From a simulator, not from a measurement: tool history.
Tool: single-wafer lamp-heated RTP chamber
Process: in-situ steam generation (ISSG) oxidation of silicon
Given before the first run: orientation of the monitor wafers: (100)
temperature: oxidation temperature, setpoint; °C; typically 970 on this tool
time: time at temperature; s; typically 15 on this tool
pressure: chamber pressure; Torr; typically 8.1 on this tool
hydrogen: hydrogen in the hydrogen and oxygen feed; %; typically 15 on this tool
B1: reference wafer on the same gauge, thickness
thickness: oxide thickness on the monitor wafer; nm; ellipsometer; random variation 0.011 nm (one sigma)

Run 1, hour 0.0: usual settings; B1 3.409. Result: thickness 3.763 nm.
Run 2, hour 59.3: usual settings; B1 3.412. Result: thickness 3.781 nm.
Run 3, hour 113.0: usual settings but time 11 s; B1 3.417. Result: thickness 3.323 nm.
Run 4, hour 182.3: usual settings but time 11 s; B1 3.416. Result: thickness 3.345 nm.
At hour 243.4: pyrometer window cleaned and pyrometer calibrated.
Run 5, hour 243.9: usual settings; B1 3.412. Result: thickness 3.746 nm.
Run 6, hour 260.8: usual settings but pressure 8.7 Torr; B1 3.409. Result: thickness 3.737 nm.
Run 7, hour 324.9: usual settings but pressure 8.7 Torr; B1 3.413. Result: thickness 3.763 nm.
Run 8, hour 369.4: usual settings but hydrogen 19 %; B1 3.409. Result: thickness 4.000 nm.
Run 9, hour 411.7: usual settings but hydrogen 19 %; B1 3.410. Result: thickness 3.998 nm.
Run 10, hour 467.0: usual settings but hydrogen 19 %; B1 3.411. Result: thickness 4.003 nm.
At hour 535.7: pyrometer window cleaned and pyrometer calibrated.
Run 11, hour 536.2: usual settings; B1 3.413. Result: thickness 3.760 nm.
At hour 559.3: hydrogen flow controller replaced.
Run 12, hour 579.9: usual settings; B1 3.409. Result: thickness 3.758 nm.
Run 13, hour 645.4: usual settings but time 17 s, hydrogen 11 %; B1 3.411. Result: thickness 3.744 nm.
Run 14, hour 710.4: usual settings but time 17 s, hydrogen 11 %; B1 3.409. Result: thickness 3.738 nm.
Run 15, hour 767.3: usual settings but temperature 986 °C, time 18 s, pressure 6.9 Torr, hydrogen 24 %; B1 3.408. Result: thickness 4.857 nm.
Run 16, hour 832.4: usual settings but hydrogen 23 %; B1 3.411. Result: thickness 4.203 nm.
Run 17, hour 856.8: usual settings but temperature 960 °C; B1 3.414. Result: thickness 3.663 nm.
At hour 898.5: pyrometer window cleaned and pyrometer calibrated.
At hour 905.9: pressure gauge zeroed.
Run 18, hour 909.0: usual settings but time 18 s; B1 3.412. Result: thickness 4.072 nm.
Run 19, hour 963.7: usual settings but temperature 955 °C, time 9 s, hydrogen 11 %; B1 3.413. Result: thickness 2.773 nm.
Run 20, hour 995.0: usual settings but temperature 955 °C, time 9 s, hydrogen 11 %; B1 3.408. Result: thickness 2.754 nm.
Run 21, hour 1065.1: usual settings but time 11 s, pressure 8.7 Torr, hydrogen 12 %; B1 3.413. Result: thickness 3.159 nm.
Run 22, hour 1122.8: usual settings but time 11 s, hydrogen 23 %; B1 3.411. Result: thickness 3.725 nm.
At hour 1132.7: gauge calibrated.
Run 23, hour 1166.1: usual settings but pressure 6.9 Torr, hydrogen 21 %; B1 3.406. Result: thickness 4.090 nm.
Run 24, hour 1203.8: usual settings; B1 3.411. Result: thickness 3.802 nm.
At hour 1218.8: pyrometer window cleaned and pyrometer calibrated.
Run 25, hour 1230.6: usual settings but temperature 964 °C, time 9 s, pressure 6.9 Torr; B1 3.409. Result: thickness 2.977 nm.
Run 26, hour 1301.8: usual settings; B1 3.408. Result: thickness 3.764 nm.
Run 27, hour 1346.7: usual settings; B1 3.405. Result: thickness 3.782 nm.
Run 28, hour 1398.3: usual settings but temperature 952 °C, pressure 7.1 Torr; B1 3.405. Result: thickness 3.575 nm.
Run 29, hour 1463.2: usual settings but temperature 980 °C; B1 3.410. Result: thickness 3.936 nm.
Run 30, hour 1496.1: usual settings but pressure 7.5 Torr; B1 3.411. Result: thickness 3.818 nm.
At hour 1527.0: pyrometer window cleaned and pyrometer calibrated.
Run 31, hour 1572.8: usual settings but temperature 955 °C, hydrogen 21 %; B1 3.411. Result: thickness 3.913 nm.

What would each run have given without the hidden state, its run-to-run variation left as it was?
What the log doesn't record here: true wafer temperature minus pyrometer reading, K; true pressure minus gauge reading, Torr; deviation of the hydrogen flow from its setpoint, %; gauge reads high (%).
run  thickness
  1      3.740
  2      3.744
  3      3.288
  4      3.305
  5      3.744
  6      3.728
  7      3.733
  8      3.959
  9      3.951
 10      3.951
 11      3.758
 12      3.738
 13      3.706
 14      3.691
 15      4.779
 16      4.143
 17      3.614
 18      4.061
 19      2.758
 20      2.735
 21      3.125
 22      3.679
 23      4.031
 24      3.746
 25      2.974
 26      3.734
 27      3.744
 28      3.537
 29      3.881
 30      3.766
 31      3.892

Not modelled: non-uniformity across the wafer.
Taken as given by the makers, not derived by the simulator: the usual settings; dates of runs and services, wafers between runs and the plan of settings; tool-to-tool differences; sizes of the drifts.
